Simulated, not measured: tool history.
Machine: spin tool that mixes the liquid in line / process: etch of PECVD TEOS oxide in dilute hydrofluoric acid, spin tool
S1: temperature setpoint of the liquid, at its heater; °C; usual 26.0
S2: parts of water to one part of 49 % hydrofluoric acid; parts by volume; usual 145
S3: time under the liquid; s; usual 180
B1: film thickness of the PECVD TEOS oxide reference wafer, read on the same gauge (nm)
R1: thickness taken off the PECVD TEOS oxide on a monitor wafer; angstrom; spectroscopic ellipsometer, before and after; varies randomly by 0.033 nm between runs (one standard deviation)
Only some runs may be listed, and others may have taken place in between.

| run | hour | S1 | S2 | S3 | B1 | R1 |
|---|---|---|---|---|---|---|
| 1 | 0.0 | 26.0 | 145 | 180 | 120.02 | 116.8 |
| 2 | 11.9 | 26.0 | 145 | 180 | 120.03 | 117.2 |
| 3 | 20.7 | 26.0 | 145 | 180 | 120.01 | 116.2 |
| 4 | 35.6 | 22.0 | 145 | 180 | 120.01 | 100.1 |
| 5 | 51.2 | 26.0 | 145 | 180 | 120.03 | 116.4 |
| 6 | 63.2 | 26.0 | 145 | 180 | 120.00 | 116.6 |
| 7 | 75.0 | 26.0 | 145 | 180 | 120.00 | 115.9 |
| 8 | 83.2 | 26.0 | 145 | 180 | 119.99 | 116.2 |
| 9 | 91.3 | 26.0 | 180 | 180 | 120.02 | 89.7 |
| 10 | 99.4 | 26.0 | 145 | 180 | 120.01 | 116.6 |
| 11 | 106.0 | 26.0 | 145 | 180 | 119.99 | 115.4 |
| 12 | 113.0 | 26.0 | 145 | 180 | 120.02 | 115.7 |
|  | 123.1 | hydrofluoric acid flow meter replaced |
| 13 | 129.2 | 26.0 | 145 | 180 | 120.00 | 123.1 |
| 14 | 143.0 | 26.0 | 145 | 180 | 120.01 | 123.5 |
|  | 146.4 | thermometer replaced |
| 15 | 158.8 | 26.0 | 145 | 180 | 120.00 | 112.8 |
|  | 169.7 | gauge calibrated |
| 16 | 172.0 | 26.0 | 110 | 180 | 120.02 | 155.4 |
| 17 | 185.0 | 30.5 | 145 | 180 | 120.00 | 133.3 |
| 18 | 193.6 | 26.0 | 145 | 265 | 119.99 | 166.2 |
| 19 | 206.5 | 26.0 | 145 | 180 | 120.01 | 112.8 |
| 20 | 222.3 | 26.0 | 105 | 180 | 120.02 | 163.5 |
| 21 | 233.9 | 26.0 | 170 | 140 | 120.02 | 72.3 |
| 22 | 245.6 | 22.5 | 105 | 220 | 120.00 | 174.2 |
| 23 | 253.6 | 31.0 | 100 | 110 | 120.01 | 127.1 |
| 24 | 269.5 | 26.0 | 145 | 180 | 120.01 | 112.9 |
| 25 | 283.7 | 27.5 | 85 | 105 | 120.00 | 129.1 |
| 26 | 296.9 | 21.5 | 145 | 70 | 119.97 | 37.0 |
| 27 | 312.0 | 26.0 | 145 | 180 | 119.99 | 112.2 |
| 28 | 323.6 | 30.0 | 85 | 140 | 119.99 | 187.6 |
| 29 | 335.9 | 26.0 | 145 | 180 | 120.01 | 112.6 |
| 30 | 345.7 | 26.0 | 145 | 180 | 120.00 | 112.1 |
| 31 | 358.7 | 26.0 | 145 | 270 | 120.00 | 167.8 |
| 32 | 369.0 | 23.0 | 210 | 130 | 120.00 | 46.7 |
| 33 | 377.5 | 26.0 | 145 | 280 | 119.99 | 174.7 |
| 34 | 391.3 | 29.0 | 175 | 180 | 120.03 | 99.7 |

Alternative continuations, all from the tool just after run 34; predict every row:
| A | 391.8 | 26.0 | 145 | 180 | ? | ? |
| B | 391.8 | 26.0 | 85 | 180 | ? | ? |
| C | 391.8 | 23.5 | 90 | 140 | ? | ? |

| run | B1 | R1 |
|---|---|---|
| A | 120.01 | 111.6 |
| B | 120.01 | 205.8 |
| C | 120.01 | 136.1 |
The same runs, with their run-to-run variation unchanged, on a tool lacking any hidden condition would have given:
| run | R1 |
|---|---|
| A | 111.1 |
| B | 204.3 |
| C | 135.1 |

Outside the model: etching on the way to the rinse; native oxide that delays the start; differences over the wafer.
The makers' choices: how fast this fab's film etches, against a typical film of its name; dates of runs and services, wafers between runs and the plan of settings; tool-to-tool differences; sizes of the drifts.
